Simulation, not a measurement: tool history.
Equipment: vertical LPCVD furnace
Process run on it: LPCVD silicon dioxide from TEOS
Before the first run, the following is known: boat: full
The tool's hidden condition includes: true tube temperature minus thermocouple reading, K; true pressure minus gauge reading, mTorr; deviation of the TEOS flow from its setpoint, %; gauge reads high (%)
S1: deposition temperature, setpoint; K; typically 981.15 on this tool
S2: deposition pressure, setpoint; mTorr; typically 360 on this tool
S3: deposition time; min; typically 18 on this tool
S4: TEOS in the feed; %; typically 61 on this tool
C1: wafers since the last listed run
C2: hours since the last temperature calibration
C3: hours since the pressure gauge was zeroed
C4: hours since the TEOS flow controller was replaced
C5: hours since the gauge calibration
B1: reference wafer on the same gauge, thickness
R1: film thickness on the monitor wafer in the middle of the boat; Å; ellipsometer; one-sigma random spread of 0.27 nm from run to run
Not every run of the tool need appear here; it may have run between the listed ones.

run	hour	S1	S2	S3	S4	C1	C2	C3	C4	C5	B1	R1
1	0	981.15	360	18	61	0	2545.7	3960.4	3265.7	718.9	138.97	1620.4
2	34.4	981.15	360	18	61	728	2580.1	3994.8	3300.1	753.3	139.05	1624.4
3	60.3	981.15	360	18	61	548	2606	4020.7	3326	779.2	139.05	1621.7
4	183.1	989.15	360	18	61	2599	2728.8	4143.5	3448.8	902	138.97	1945.8
5	254.5	981.15	320	18	61	1511	2800.2	4214.9	3520.2	973.4	139.02	1528
6	408	981.15	330	18	61	3249	2953.7	4368.4	3673.7	1126.9	138.99	1555.6
7	461.4	981.15	360	18	61	1130	3007.1	4421.8	3727.1	1180.3	138.95	1630.3
8	491.6	981.15	360	18	61	639	3037.3	4452	3757.3	1210.5	139.03	1629.6
# hour 537.9: TEOS flow controller replaced
9	538.4	981.15	360	18	61	482	3084.1	4498.8	0.5	1257.3	138.99	1630.3
10	576	981.15	360	18	61	796	3121.7	4536.4	38.1	1294.9	138.96	1629.2
# hour 651.8: pressure gauge zeroed
11	652.3	981.15	360	18	61	1107	3198	0.5	114.4	1371.2	138.99	1674.4
12	855.5	981.15	360	18	61	4302	3401.2	203.7	317.6	1574.4	139.01	1675.5
# hour 888.5: gauge calibrated
# hour 900.9: thermocouples replaced and temperature profile calibrated
13	908.7	981.15	305	18	52	618	7.8	256.9	370.8	20.2	138.97	1359.3
14	966.4	972.15	360	14	61	1221	65.5	314.6	428.5	77.9	139.07	1013.8
15	1010.9	981.15	405	18	61	942	110	359.1	473	122.4	138.96	1700.9
16	1043.5	981.15	360	18	61	690	142.6	391.7	505.6	155	138.93	1605.7
17	1069.1	972.15	360	14	70	542	168.2	417.3	531.2	180.6	139	1081.5
18	1124.1	981.15	360	18	61	1164	223.2	472.3	586.2	235.6	138.99	1602.9
19	1185.9	981.15	360	18	73	1308	285	534.1	648	297.4	138.96	1754.3
20	1330.6	981.15	360	18	61	3063	429.7	678.8	792.7	442.1	138.98	1606
21	1402.2	981.15	360	18	61	1515	501.3	750.4	864.3	513.7	139	1605.2
22	1438.6	987.15	400	20	67	770	537.7	786.8	900.7	550.1	139.01	2256.3
23	1484	986.15	360	18	50	961	583.1	832.2	946.1	595.5	138.97	1623.2
24	1516.9	981.15	360	23.5	52	696	616	865.1	979	628.4	139.05	1937.2

Run-by-run hidden state of the tool:
deviation of the TEOS flow from its setpoint, %: 0 at every run
gauge reads high (%): 0 at every run
H1: true tube temperature minus thermocouple reading, K
H2: true pressure minus gauge reading, mTorr
run	H1	H2
1	1.51	-19.2
2	1.53	-19.2
3	1.55	-19.3
4	1.62	-19.4
5	1.66	-19.4
6	1.75	-19.5
7	1.78	-19.6
8	1.8	-19.6
9	1.83	-19.6
10	1.85	-19.7
11	1.89	-2.52
12	2.01	-4.82
13	0.128	-5.38
14	0.161	-5.96
15	0.187	-6.39
16	0.206	-6.7
17	0.221	-6.94
18	0.254	-7.44
19	0.29	-7.98
20	0.374	-9.16
21	0.416	-9.71
22	0.437	-9.98
23	0.464	-10.3
24	0.483	-10.5

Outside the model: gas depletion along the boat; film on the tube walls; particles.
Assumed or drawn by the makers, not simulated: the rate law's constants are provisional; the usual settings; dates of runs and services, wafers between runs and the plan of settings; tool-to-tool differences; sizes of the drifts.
